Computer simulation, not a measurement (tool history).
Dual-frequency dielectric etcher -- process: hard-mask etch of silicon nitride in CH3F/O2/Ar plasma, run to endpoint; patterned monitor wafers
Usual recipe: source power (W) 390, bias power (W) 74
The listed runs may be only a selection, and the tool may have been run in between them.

| run | hour | source power (W) | bias power (W) | wafers since the last listed run | hours since the last wet clean | hours since the last source power generator calibration | hours since the last bias power generator calibration | hours since the last upper electrode change | incoming incoming film thickness, nm | endpoint time (s) |
|---|---|---|---|---|---|---|---|---|---|---|
| 1 | 0.0 | 390 | 74 | 0 | 192.0 | 2111.6 | 1381.6 | 0.5 | 46.10 | 62.0 |
| 2 | 0.6 | 390 | 74 | 9 | 192.6 | 2112.2 | 1382.2 | 1.1 | 45.84 | 61.2 |
| 3 | 15.0 | 390 | 74 | 228 | 207.0 | 2126.6 | 1396.6 | 15.5 | 45.46 | 60.9 |
| 4 | 28.3 | 390 | 87 | 210 | 220.3 | 2139.9 | 1409.9 | 28.8 | 45.41 | 58.9 |
| 5 | 45.0 | 390 | 87 | 264 | 237.0 | 2156.6 | 1426.6 | 45.5 | 45.56 | 58.7 |
| 6 | 54.3 | 390 | 74 | 147 | 246.3 | 2165.9 | 1435.9 | 54.8 | 45.25 | 60.9 |
| 7 | 63.4 | 390 | 74 | 144 | 255.4 | 2175.0 | 1445.0 | 63.9 | 45.85 | 61.6 |
|  | 77.3 | source power generator calibrated |
| 8 | 77.8 | 390 | 74 | 164 | 269.8 | 0.5 | 1459.4 | 78.3 | 45.40 | 61.5 |
|  | 86.2 | bias power generator calibrated |
| 9 | 86.7 | 390 | 74 | 77 | 278.7 | 9.4 | 0.5 | 87.2 | 45.02 | 61.3 |
| 10 | 91.3 | 390 | 87 | 72 | 283.3 | 14.0 | 5.1 | 91.8 | 45.44 | 59.7 |
| 11 | 101.0 | 390 | 88 | 153 | 293.0 | 23.7 | 14.8 | 101.5 | 46.06 | 59.9 |
| 12 | 111.7 | 320 | 74 | 169 | 303.7 | 34.4 | 25.5 | 112.2 | 45.17 | 67.1 |
| 13 | 128.0 | 320 | 80 | 258 | 320.0 | 50.7 | 41.8 | 128.5 | 45.08 | 65.4 |
| 14 | 140.2 | 490 | 79 | 193 | 332.2 | 62.9 | 54.0 | 140.7 | 45.05 | 55.0 |
| 15 | 148.9 | 390 | 74 | 138 | 340.9 | 71.6 | 62.7 | 149.4 | 45.53 | 62.4 |
| 16 | 156.7 | 360 | 87 | 123 | 348.7 | 79.4 | 70.5 | 157.2 | 45.27 | 61.6 |
| 17 | 172.4 | 430 | 67 | 249 | 364.4 | 95.1 | 86.2 | 172.9 | 45.37 | 60.7 |
| 18 | 184.0 | 360 | 91 | 184 | 376.0 | 106.7 | 97.8 | 184.5 | 45.72 | 61.2 |
| 19 | 193.8 | 390 | 74 | 155 | 385.8 | 116.5 | 107.6 | 194.3 | 45.36 | 61.1 |
|  | 229.0 | wet clean of the chamber |
| 20 | 229.5 | 330 | 62 | 185 | 0.5 | 152.2 | 143.3 | 230.0 | 45.49 | 67.3 |
| 21 | 229.9 | 390 | 87 | 6 | 0.9 | 152.6 | 143.7 | 230.4 | 45.52 | 57.9 |
| 22 | 230.2 | 340 | 64 | 4 | 1.2 | 152.9 | 144.0 | 230.7 | 45.80 | 66.3 |
| 23 | 235.8 | 390 | 88 | 88 | 6.8 | 158.5 | 149.6 | 236.3 | 45.55 | 58.0 |
| 24 | 243.7 | 390 | 74 | 125 | 14.7 | 166.4 | 157.5 | 244.2 | 45.35 | 60.3 |
| 25 | 255.3 | 440 | 58 | 184 | 26.3 | 178.0 | 169.1 | 255.8 | 45.80 | 61.0 |
| 26 | 262.5 | 330 | 64 | 114 | 33.5 | 185.2 | 176.3 | 263.0 | 45.23 | 66.5 |
| 27 | 276.8 | 490 | 79 | 226 | 47.8 | 199.5 | 190.6 | 277.3 | 45.03 | 53.5 |
| 28 | 286.3 | 320 | 64 | 150 | 57.3 | 209.0 | 200.1 | 286.8 | 45.17 | 67.5 |
| 29 | 301.1 | 390 | 74 | 234 | 72.1 | 223.8 | 214.9 | 301.6 | 45.46 | 60.6 |
| 30 | 318.8 | 390 | 82 | 280 | 89.8 | 241.5 | 232.6 | 319.3 | 45.21 | 59.0 |
| 31 | 335.2 | 440 | 66 | 260 | 106.2 | 257.9 | 249.0 | 335.7 | 45.93 | 59.6 |
| 32 | 349.3 | 390 | 74 | 223 | 120.3 | 272.0 | 263.1 | 349.8 | 45.70 | 61.2 |
| 33 | 362.6 | 470 | 74 | 210 | 133.6 | 285.3 | 276.4 | 363.1 | 45.14 | 55.8 |
| 34 | 368.9 | 350 | 74 | 99 | 139.9 | 291.6 | 282.7 | 369.4 | 45.70 | 64.4 |

For some of the steps in endpoint time (s) from one run to the next: how much would appear even if the tool had no hidden state, given the settings, what came in and random variation, and how much remains for the hidden state plus any gauge scatter that the measured result and the result without hidden state don't share?
The tool's hidden condition here consists of: etch rate over this chamber's usual, %; source power that arrives over what is set, %; bias power that arrives over what is set, %.
Run 5 -> 6: bias power (W) 87 -> 74. endpoint time (s) +2.2: hidden state +0.2, all else +2.0.
Run 11 -> 12: source power (W) 390 -> 320, bias power (W) 88 -> 74. endpoint time (s) +7.2: hidden state +0.3, all else +6.9.
Run 13 -> 14: source power (W) 320 -> 490, bias power (W) 80 -> 79. endpoint time (s) -10.4: hidden state -0.2, all else -10.2.
Run 19 -> 20: source power (W) 390 -> 330, bias power (W) 74 -> 62, wet clean of the chamber. endpoint time (s) +6.2: hidden state -2.0, all else +8.2.
Run 26 -> 27: source power (W) 330 -> 490, bias power (W) 64 -> 79. endpoint time (s) -13.0: hidden state +0.1, all else -13.1.
Run 27 -> 28: source power (W) 490 -> 320, bias power (W) 79 -> 64. endpoint time (s) +14.0: hidden state +0.1, all else +13.9.
